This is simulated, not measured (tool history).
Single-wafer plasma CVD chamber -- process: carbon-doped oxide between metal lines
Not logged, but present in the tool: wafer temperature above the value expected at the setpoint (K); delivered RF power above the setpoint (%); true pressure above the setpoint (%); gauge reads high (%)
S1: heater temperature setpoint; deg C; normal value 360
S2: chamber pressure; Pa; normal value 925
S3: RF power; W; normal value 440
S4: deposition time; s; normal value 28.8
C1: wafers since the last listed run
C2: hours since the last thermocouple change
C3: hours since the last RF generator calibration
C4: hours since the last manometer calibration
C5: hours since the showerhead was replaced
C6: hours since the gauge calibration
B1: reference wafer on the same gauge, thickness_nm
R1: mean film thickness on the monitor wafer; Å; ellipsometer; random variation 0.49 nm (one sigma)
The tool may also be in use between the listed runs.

| run | hour | S1 | S2 | S3 | S4 | C1 | C2 | C3 | C4 | C5 | C6 | B1 | R1 |
|---|---|---|---|---|---|---|---|---|---|---|---|---|---|
| 1 | 0 | 360 | 1109 | 440 | 28.8 | 0 | 2013.4 | 471.3 | 1563.8 | 5642.6 | 191.2 | 135.925 | 1453.9 |
| 2 | 20.6 | 360 | 1109 | 440 | 28.8 | 332 | 2034 | 491.9 | 1584.4 | 5663.2 | 211.8 | 135.96 | 1446.95 |
| 3 | 53.4 | 360 | 925 | 440 | 31.1 | 529 | 2066.8 | 524.7 | 1617.2 | 5696 | 244.6 | 135.887 | 1553.66 |
| 4 | 77.4 | 360 | 925 | 440 | 28.8 | 387 | 2090.8 | 548.7 | 1641.2 | 5720 | 268.6 | 136.008 | 1440.06 |
| 5 | 100.8 | 360 | 925 | 440 | 28.8 | 378 | 2114.2 | 572.1 | 1664.6 | 5743.4 | 292 | 136.091 | 1437.41 |
| 6 | 120.3 | 360 | 1053 | 440 | 28.8 | 315 | 2133.7 | 591.6 | 1684.1 | 5762.9 | 311.5 | 136.068 | 1457.65 |
| 7 | 152.5 | 360 | 1053 | 440 | 28.8 | 520 | 2165.9 | 623.8 | 1716.3 | 5795.1 | 343.7 | 135.988 | 1453.82 |
| 8 | 183.6 | 360 | 925 | 440 | 31.2 | 502 | 2197 | 654.9 | 1747.4 | 5826.2 | 374.8 | 135.796 | 1556.29 |
| 9 | 209.9 | 360 | 925 | 440 | 28.8 | 424 | 2223.3 | 681.2 | 1773.7 | 5852.5 | 401.1 | 135.917 | 1435.29 |
| 10 | 242.3 | 360 | 809 | 440 | 28.8 | 523 | 2255.7 | 713.6 | 1806.1 | 5884.9 | 433.5 | 135.987 | 1419.03 |
| 11 | 278.1 | 360 | 925 | 440 | 28.8 | 578 | 2291.5 | 749.4 | 1841.9 | 5920.7 | 469.3 | 136.039 | 1439.88 |
|  | 306.2 | capacitance manometer re-zeroed and calibrated |
| 12 | 311.1 | 360 | 925 | 440 | 28.8 | 403 | 2324.5 | 782.4 | 4.9 | 5953.7 | 502.3 | 135.896 | 1442.94 |
| 13 | 339.4 | 360 | 925 | 440 | 28.8 | 457 | 2352.8 | 810.7 | 33.2 | 5982 | 530.6 | 136.04 | 1440.32 |
| 14 | 438.6 | 368 | 925 | 485 | 24.6 | 1602 | 2452 | 909.9 | 132.4 | 6081.2 | 629.8 | 135.929 | 1253.4 |
| 15 | 473.7 | 360 | 925 | 440 | 26.5 | 567 | 2487.1 | 945 | 167.5 | 6116.3 | 664.9 | 136.036 | 1326.93 |
|  | 500 | RF generator calibrated |
|  | 502.6 | gauge calibrated |
| 16 | 508.6 | 349 | 925 | 440 | 24 | 434 | 2522 | 8.6 | 202.4 | 6151.2 | 6 | 136.113 | 1240.05 |
| 17 | 531.2 | 360 | 1132 | 385 | 28.8 | 365 | 2544.6 | 31.2 | 225 | 6173.8 | 28.6 | 135.792 | 1383.53 |
|  | 539.5 | thermocouple changed; heater temperature recalibrated |
| 18 | 549 | 371 | 925 | 440 | 26.6 | 158 | 9.5 | 49 | 242.8 | 6191.6 | 46.4 | 135.969 | 1298.67 |
| 19 | 577.3 | 360 | 925 | 440 | 28.8 | 457 | 37.8 | 77.3 | 271.1 | 6219.9 | 74.7 | 136.169 | 1433.23 |
| 20 | 602.9 | 370 | 768 | 440 | 26.5 | 413 | 63.4 | 102.9 | 296.7 | 6245.5 | 100.3 | 136.013 | 1278.35 |
|  | 616.8 | showerhead replaced |
| 21 | 628.1 | 360 | 925 | 440 | 27.1 | 277 | 88.6 | 128.1 | 321.9 | 11.3 | 125.5 | 135.995 | 1361.83 |
| 22 | 648.5 | 366 | 925 | 370 | 28.8 | 329 | 109 | 148.5 | 342.3 | 31.7 | 145.9 | 135.952 | 1331.5 |
| 23 | 676 | 360 | 1045 | 440 | 28.8 | 444 | 136.5 | 176 | 369.8 | 59.2 | 173.4 | 136.008 | 1444.45 |
| 24 | 697.5 | 360 | 1153 | 440 | 28.8 | 347 | 158 | 197.5 | 391.3 | 80.7 | 194.9 | 135.996 | 1452.63 |
| 25 | 730.8 | 372 | 925 | 440 | 28.8 | 538 | 191.3 | 230.8 | 424.6 | 114 | 228.2 | 135.963 | 1406.01 |
| 26 | 760.2 | 360 | 1053 | 440 | 28.8 | 475 | 220.7 | 260.2 | 454 | 143.4 | 257.6 | 135.863 | 1446.01 |
| 27 | 793.5 | 366 | 925 | 370 | 28.8 | 538 | 254 | 293.5 | 487.3 | 176.7 | 290.9 | 135.907 | 1333.81 |
| 28 | 827 | 351 | 925 | 440 | 25.9 | 541 | 287.5 | 327 | 520.8 | 210.2 | 324.4 | 135.891 | 1317.18 |

Forecast each of these 5 alternatives for the next run:
| A | 827.4 | 360 | 1152 | 440 | 28.8 | 6 | 287.9 | 327.4 | 521.2 | 210.6 | 324.8 | ? | ? |
| B | 827.4 | 360 | 925 | 440 | 33.2 | 6 | 287.9 | 327.4 | 521.2 | 210.6 | 324.8 | ? | ? |
| C | 827.4 | 360 | 787 | 390 | 28.8 | 6 | 287.9 | 327.4 | 521.2 | 210.6 | 324.8 | ? | ? |
| D | 827.4 | 352 | 771 | 440 | 25.9 | 6 | 287.9 | 327.4 | 521.2 | 210.6 | 324.8 | ? | ? |
| E | 827.4 | 360 | 1069 | 440 | 25.7 | 6 | 287.9 | 327.4 | 521.2 | 210.6 | 324.8 | ? | ? |

| run | B1 | R1 |
|---|---|---|
| A | 135.893 | 1455.23 |
| B | 135.893 | 1652.59 |
| C | 135.893 | 1353.4 |
| D | 135.893 | 1298.12 |
| E | 135.893 | 1295.58 |
Stripped of hidden state, with their random variation kept, the same runs would have yielded:
| run | R1 |
|---|---|
| A | 1455.23 |
| B | 1652.59 |
| C | 1353.4 |
| D | 1298.12 |
| E | 1295.58 |

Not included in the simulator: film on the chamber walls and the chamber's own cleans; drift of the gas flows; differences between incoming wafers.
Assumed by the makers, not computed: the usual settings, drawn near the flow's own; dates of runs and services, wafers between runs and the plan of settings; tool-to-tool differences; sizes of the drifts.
